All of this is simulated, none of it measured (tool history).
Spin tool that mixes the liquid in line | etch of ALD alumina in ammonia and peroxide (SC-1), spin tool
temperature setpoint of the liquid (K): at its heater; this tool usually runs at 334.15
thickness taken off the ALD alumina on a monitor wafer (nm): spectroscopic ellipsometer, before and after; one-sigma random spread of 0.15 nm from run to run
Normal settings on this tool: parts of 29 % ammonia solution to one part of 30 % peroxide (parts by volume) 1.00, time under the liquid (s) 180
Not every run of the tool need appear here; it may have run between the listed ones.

run	hour	temperature setpoint of the liquid (K)	parts of 29 % ammonia solution to one part of 30 % peroxide (parts by volume)	time under the liquid (s)	read-back film thickness of the ALD alumina reference wafer, read on the same gauge (nm)	thickness taken off the ALD alumina on a monitor wafer (nm)
1	0.0	326.65	1.00	245	140.00	24.08
# hour 89.2: thermometer replaced
2	90.7	326.65	1.00	245	140.01	21.67
3	181.5	326.65	1.00	245	139.99	21.81
# hour 236.6: new drum of ammonia solution connected
4	256.9	334.15	1.00	180	140.01	23.71
5	321.0	334.15	1.00	180	140.00	23.90
6	405.6	334.15	1.00	260	140.01	34.43
7	509.8	334.15	1.00	260	140.00	34.88
8	572.8	334.15	1.00	260	139.98	35.15
# hour 625.5: ammonia flow meter replaced
9	656.1	340.15	1.00	180	139.98	33.07
# hour 677.9: heated supply line repaired
10	727.6	340.15	1.00	180	140.00	33.55

Expected results for the next run?
# hour 736.5: gauge calibrated
11	887.8	341.65	0.65	285	?	?

read-back film thickness of the ALD alumina reference wafer, read on the same gauge (nm): 140.02
thickness taken off the ALD alumina on a monitor wafer (nm): 55.01
With no hidden state in the tool, this same run would have given thickness taken off the ALD alumina on a monitor wafer (nm) 51.71.
